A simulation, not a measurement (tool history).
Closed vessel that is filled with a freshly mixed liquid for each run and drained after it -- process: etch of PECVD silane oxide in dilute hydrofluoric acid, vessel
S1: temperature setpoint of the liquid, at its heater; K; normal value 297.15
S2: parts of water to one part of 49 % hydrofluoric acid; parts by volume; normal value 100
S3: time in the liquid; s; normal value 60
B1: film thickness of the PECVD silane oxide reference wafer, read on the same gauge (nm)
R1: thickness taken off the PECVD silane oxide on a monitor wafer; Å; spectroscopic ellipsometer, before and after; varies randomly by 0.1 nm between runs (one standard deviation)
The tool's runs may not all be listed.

run,day,S1,S2,S3,B1,R1
1,0.000,297.15,100,60,30.00,156.0
2,1.408,297.15,100,60,30.02,154.9
3,3.638,295.65,100,60,29.98,144.4
4,4.162,295.65,100,60,29.98,144.0
5,5.104,295.65,100,60,30.00,142.4
6,6.438,297.15,100,60,30.00,150.7
7,7.792,297.15,100,60,30.00,148.9
# day 11.842: hydrofluoric acid flow meter replaced
8,11.900,297.15,100,60,29.99,161.4
9,13.296,297.15,100,60,30.00,160.2
10,14.454,297.15,100,60,30.01,159.3
11,15.117,297.15,100,60,30.02,157.3
12,16.208,297.15,100,60,30.00,157.1
# day 17.367: thermometer replaced
13,17.675,297.15,100,60,30.02,154.8
14,18.504,294.65,100,60,29.97,139.8
15,19.917,299.65,100,75,30.01,214.7
16,20.500,301.65,100,60,30.00,182.4
17,21.388,293.65,135,90,29.99,141.1
18,22.175,301.65,115,35,29.98,91.2
# day 23.096: gauge calibrated
19,23.233,297.15,70,60,30.02,225.5

Run 20, settings as shown, results not yet in. Your forecast:
20,24.292,295.65,130,85,?,?

{"run 20": {"B1": 30.0, "R1": 148.9}}
Had the tool carried no hidden state, the very same run would have given R1 160.0 Å.

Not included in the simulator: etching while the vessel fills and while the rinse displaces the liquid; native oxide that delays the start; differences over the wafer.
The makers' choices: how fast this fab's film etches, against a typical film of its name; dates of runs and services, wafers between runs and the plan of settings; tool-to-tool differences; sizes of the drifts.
